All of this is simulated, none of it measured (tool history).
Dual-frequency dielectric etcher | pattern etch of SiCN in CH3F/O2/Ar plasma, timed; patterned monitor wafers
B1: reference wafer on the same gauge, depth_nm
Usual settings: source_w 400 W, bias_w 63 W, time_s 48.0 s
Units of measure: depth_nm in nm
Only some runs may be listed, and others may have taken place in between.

run 1 hour=0.0 | source_w=400 bias_w=63 time_s=48.0 | B1=18.62 | depth_nm=17.59
run 2 hour=75.4 | source_w=400 bias_w=63 time_s=48.0 | B1=18.58 | depth_nm=17.50
run 3 hour=182.2 | source_w=400 bias_w=63 time_s=48.0 | B1=18.61 | depth_nm=17.42
run 4 hour=251.5 | source_w=400 bias_w=63 time_s=48.0 | B1=18.61 | depth_nm=17.51
-- hour=359.0 wet clean of the chamber
run 5 hour=359.5 | source_w=400 bias_w=63 time_s=48.0 | B1=18.62 | depth_nm=17.55
run 6 hour=414.2 | source_w=400 bias_w=63 time_s=48.0 | B1=18.57 | depth_nm=17.45
run 7 hour=478.0 | source_w=400 bias_w=75 time_s=40.5 | B1=18.61 | depth_nm=15.47
run 8 hour=583.2 | source_w=400 bias_w=63 time_s=48.0 | B1=18.58 | depth_nm=17.39
run 9 hour=647.5 | source_w=400 bias_w=63 time_s=48.0 | B1=18.62 | depth_nm=17.29
run 10 hour=727.7 | source_w=400 bias_w=51 time_s=48.0 | B1=18.61 | depth_nm=16.52
run 11 hour=816.4 | source_w=320 bias_w=49 time_s=48.0 | B1=18.60 | depth_nm=14.14
-- hour=822.8 source power generator calibrated
-- hour=938.1 wet clean of the chamber
run 12 hour=938.6 | source_w=400 bias_w=63 time_s=34.0 | B1=18.58 | depth_nm=12.37
run 13 hour=999.9 | source_w=400 bias_w=63 time_s=48.0 | B1=18.60 | depth_nm=17.55
-- hour=1006.1 gauge calibrated
-- hour=1041.3 upper electrode replaced
-- hour=1098.2 bias power generator calibrated
run 14 hour=1103.5 | source_w=350 bias_w=63 time_s=34.5 | B1=18.59 | depth_nm=11.57
run 15 hour=1163.3 | source_w=400 bias_w=63 time_s=40.0 | B1=18.60 | depth_nm=14.43
run 16 hour=1268.1 | source_w=400 bias_w=63 time_s=48.0 | B1=18.60 | depth_nm=17.55
run 17 hour=1337.3 | source_w=450 bias_w=63 time_s=48.0 | B1=18.64 | depth_nm=18.76
run 18 hour=1398.8 | source_w=400 bias_w=63 time_s=48.0 | B1=18.62 | depth_nm=17.23

What if the next run were any one of these 5? Each begins from the tool's condition after run 18:
run A hour=1399.2 | source_w=320 bias_w=63 time_s=48.0 | B1=? | depth_nm=?
run B hour=1399.2 | source_w=330 bias_w=72 time_s=48.0 | B1=? | depth_nm=?
run C hour=1399.2 | source_w=400 bias_w=71 time_s=48.0 | B1=? | depth_nm=?
run D hour=1399.2 | source_w=330 bias_w=75 time_s=54.0 | B1=? | depth_nm=?
run E hour=1399.2 | source_w=470 bias_w=77 time_s=48.0 | B1=? | depth_nm=?

run=A B1=18.60 depth_nm=15.08
run=B B1=18.60 depth_nm=16.00
run=C B1=18.60 depth_nm=18.03
run=D B1=18.60 depth_nm=18.22
run=E B1=18.60 depth_nm=20.25
With the hidden condition removed and each run's random variation left untouched, the same runs would have given:
run=A depth_nm=15.08
run=B depth_nm=16.00
run=C depth_nm=18.03
run=D depth_nm=18.22
run=E depth_nm=20.25

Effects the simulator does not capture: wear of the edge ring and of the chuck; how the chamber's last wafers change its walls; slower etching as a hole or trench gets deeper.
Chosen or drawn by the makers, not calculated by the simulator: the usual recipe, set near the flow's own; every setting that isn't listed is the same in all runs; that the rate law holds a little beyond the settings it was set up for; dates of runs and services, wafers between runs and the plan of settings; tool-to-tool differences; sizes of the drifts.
